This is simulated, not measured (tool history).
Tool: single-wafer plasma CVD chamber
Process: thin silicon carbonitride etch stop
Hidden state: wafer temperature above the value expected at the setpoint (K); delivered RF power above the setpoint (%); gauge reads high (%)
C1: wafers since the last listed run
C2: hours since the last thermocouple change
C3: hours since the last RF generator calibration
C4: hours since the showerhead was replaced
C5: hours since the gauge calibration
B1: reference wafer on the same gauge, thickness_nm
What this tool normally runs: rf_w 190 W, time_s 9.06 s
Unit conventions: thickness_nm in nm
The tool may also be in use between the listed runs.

Run 1, hour 0.0: usual settings but time_s 8.56 s; C1 0; C2 1173.4; C3 870.2; C4 5164.8; C5 1966.0; B1 5.859. Result: thickness_nm 4.861 nm.
Run 2, hour 89.6: usual settings but time_s 8.56 s; C1 2877; C2 1263.0; C3 959.8; C4 5254.4; C5 2055.6; B1 5.860. Result: thickness_nm 4.850 nm.
Run 3, hour 164.4: usual settings but time_s 8.56 s; C1 2401; C2 1337.8; C3 1034.6; C4 5329.2; C5 2130.4; B1 5.859. Result: thickness_nm 4.855 nm.
Run 4, hour 225.3: usual settings; C1 1955; C2 1398.7; C3 1095.5; C4 5390.1; C5 2191.3; B1 5.859. Result: thickness_nm 5.145 nm.
Run 5, hour 317.1: usual settings; C1 2947; C2 1490.5; C3 1187.3; C4 5481.9; C5 2283.1; B1 5.861. Result: thickness_nm 5.151 nm.
Run 6, hour 363.0: usual settings; C1 1473; C2 1536.4; C3 1233.2; C4 5527.8; C5 2329.0; B1 5.860. Result: thickness_nm 5.155 nm.
Run 7, hour 408.7: usual settings; C1 1467; C2 1582.1; C3 1278.9; C4 5573.5; C5 2374.7; B1 5.860. Result: thickness_nm 5.154 nm.
Run 8, hour 499.0: usual settings but rf_w 165 W; C1 2899; C2 1672.4; C3 1369.2; C4 5663.8; C5 2465.0; B1 5.864. Result: thickness_nm 5.047 nm.
Run 9, hour 577.9: usual settings but rf_w 165 W; C1 2533; C2 1751.3; C3 1448.1; C4 5742.7; C5 2543.9; B1 5.860. Result: thickness_nm 5.041 nm.
Run 10, hour 664.0: usual settings but rf_w 165 W; C1 2764; C2 1837.4; C3 1534.2; C4 5828.8; C5 2630.0; B1 5.860. Result: thickness_nm 5.024 nm.
Run 11, hour 707.1: usual settings; C1 1384; C2 1880.5; C3 1577.3; C4 5871.9; C5 2673.1; B1 5.860. Result: thickness_nm 5.157 nm.
Run 12, hour 796.7: usual settings; C1 2877; C2 1970.1; C3 1666.9; C4 5961.5; C5 2762.7; B1 5.861. Result: thickness_nm 5.145 nm.
At hour 880.4: gauge calibrated.
Run 13, hour 881.8: usual settings; C1 2732; C2 2055.2; C3 1752.0; C4 6046.6; C5 1.4; B1 5.859. Result: thickness_nm 5.148 nm.
At hour 923.7: RF generator calibrated.
Run 14, hour 945.7: usual settings; C1 1795; C2 2119.1; C3 22.0; C4 6110.5; C5 65.3; B1 5.860. Result: thickness_nm 5.202 nm.
At hour 985.9: thermocouple changed; heater temperature recalibrated.
Run 15, hour 1010.6: usual settings but rf_w 165 W, time_s 10.20 s; C1 1827; C2 24.7; C3 86.9; C4 6175.4; C5 130.2; B1 5.860. Result: thickness_nm 5.753 nm.
Run 16, hour 1057.0: usual settings but rf_w 155 W, time_s 7.91 s; C1 1490; C2 71.1; C3 133.3; C4 6221.8; C5 176.6; B1 5.860. Result: thickness_nm 4.391 nm.
At hour 1167.1: showerhead replaced.
Run 17, hour 1167.6: usual settings; C1 3294; C2 181.7; C3 243.9; C4 0.5; C5 287.2; B1 5.860. Result: thickness_nm 5.177 nm.
Run 18, hour 1265.8: usual settings but rf_w 225 W, time_s 8.45 s; C1 3153; C2 279.9; C3 342.1; C4 98.7; C5 385.4; B1 5.862. Result: thickness_nm 4.972 nm.
Run 19, hour 1326.3: usual settings but rf_w 210 W, time_s 10.62 s; C1 1942; C2 340.4; C3 402.6; C4 159.2; C5 445.9; B1 5.860. Result: thickness_nm 6.175 nm.
Run 20, hour 1433.0: usual settings; C1 3426; C2 447.1; C3 509.3; C4 265.9; C5 552.6; B1 5.861. Result: thickness_nm 5.150 nm.
Run 21, hour 1538.7: usual settings but rf_w 175 W; C1 3394; C2 552.8; C3 615.0; C4 371.6; C5 658.3; B1 5.860. Result: thickness_nm 5.108 nm.
Run 22, hour 1646.2: usual settings but rf_w 225 W, time_s 10.28 s; C1 3452; C2 660.3; C3 722.5; C4 479.1; C5 765.8; B1 5.862. Result: thickness_nm 6.016 nm.
Run 23, hour 1716.9: usual settings; C1 2270; C2 731.0; C3 793.2; C4 549.8; C5 836.5; B1 5.862. Result: thickness_nm 5.154 nm.
Run 24, hour 1776.3: usual settings but rf_w 180 W, time_s 7.34 s; C1 1907; C2 790.4; C3 852.6; C4 609.2; C5 895.9; B1 5.860. Result: thickness_nm 4.141 nm.
Run 25, hour 1824.8: usual settings but rf_w 155 W, time_s 8.34 s; C1 1557; C2 838.9; C3 901.1; C4 657.7; C5 944.4; B1 5.858. Result: thickness_nm 4.611 nm.
Run 26, hour 1931.1: usual settings but rf_w 155 W, time_s 8.36 s; C1 3413; C2 945.2; C3 1007.4; C4 764.0; C5 1050.7; B1 5.859. Result: thickness_nm 4.614 nm.
Run 27, hour 1973.3: usual settings but rf_w 150 W; C1 1355; C2 987.4; C3 1049.6; C4 806.2; C5 1092.9; B1 5.858. Result: thickness_nm 4.986 nm.
Run 28, hour 2073.6: usual settings; C1 3220; C2 1087.7; C3 1149.9; C4 906.5; C5 1193.2; B1 5.860. Result: thickness_nm 5.140 nm.
Run 29, hour 2171.1: usual settings but rf_w 215 W, time_s 10.31 s; C1 3130; C2 1185.2; C3 1247.4; C4 1004.0; C5 1290.7; B1 5.860. Result: thickness_nm 5.994 nm.
Run 30, hour 2223.9: usual settings; C1 1695; C2 1238.0; C3 1300.2; C4 1056.8; C5 1343.5; B1 5.859. Result: thickness_nm 5.156 nm.
Run 31, hour 2307.4: usual settings but rf_w 160 W, time_s 10.13 s; C1 2681; C2 1321.5; C3 1383.7; C4 1140.3; C5 1427.0; B1 5.859. Result: thickness_nm 5.604 nm.
Run 32, hour 2350.0: usual settings but rf_w 155 W; C1 1367; C2 1364.1; C3 1426.3; C4 1182.9; C5 1469.6; B1 5.859. Result: thickness_nm 4.991 nm.
Run 33, hour 2396.8: usual settings; C1 1502; C2 1410.9; C3 1473.1; C4 1229.7; C5 1516.4; B1 5.864. Result: thickness_nm 5.143 nm.
Run 34, hour 2436.6: usual settings but rf_w 220 W, time_s 8.15 s; C1 1278; C2 1450.7; C3 1512.9; C4 1269.5; C5 1556.2; B1 5.861. Result: thickness_nm 4.734 nm.
Run 35, hour 2517.0: usual settings but rf_w 225 W; C1 2581; C2 1531.1; C3 1593.3; C4 1349.9; C5 1636.6; B1 5.861. Result: thickness_nm 5.287 nm.
Run 36, hour 2616.7: usual settings but time_s 9.91 s; C1 3201; C2 1630.8; C3 1693.0; C4 1449.6; C5 1736.3; B1 5.860. Result: thickness_nm 5.606 nm.

What if the next run were any one of these 3? Each begins from the tool's condition after run 36:
Run A, hour 2617.1: usual settings; C1 12; C2 1631.2; C3 1693.4; C4 1450.0; C5 1736.7; B1 ?. Result: thickness_nm ?.
Run B, hour 2617.1: usual settings but rf_w 170 W, time_s 10.70 s; C1 12; C2 1631.2; C3 1693.4; C4 1450.0; C5 1736.7; B1 ?. Result: thickness_nm ?.
Run C, hour 2617.1: usual settings but time_s 7.28 s; C1 12; C2 1631.2; C3 1693.4; C4 1450.0; C5 1736.7; B1 ?. Result: thickness_nm ?.

run     B1  thickness_nm
  A  5.859         5.141
  B  5.859         5.971
  C  5.859         4.131
What these runs would have given with no unlogged condition in the tool:
run  thickness_nm
  A         5.211
  B         6.052
  C         4.187
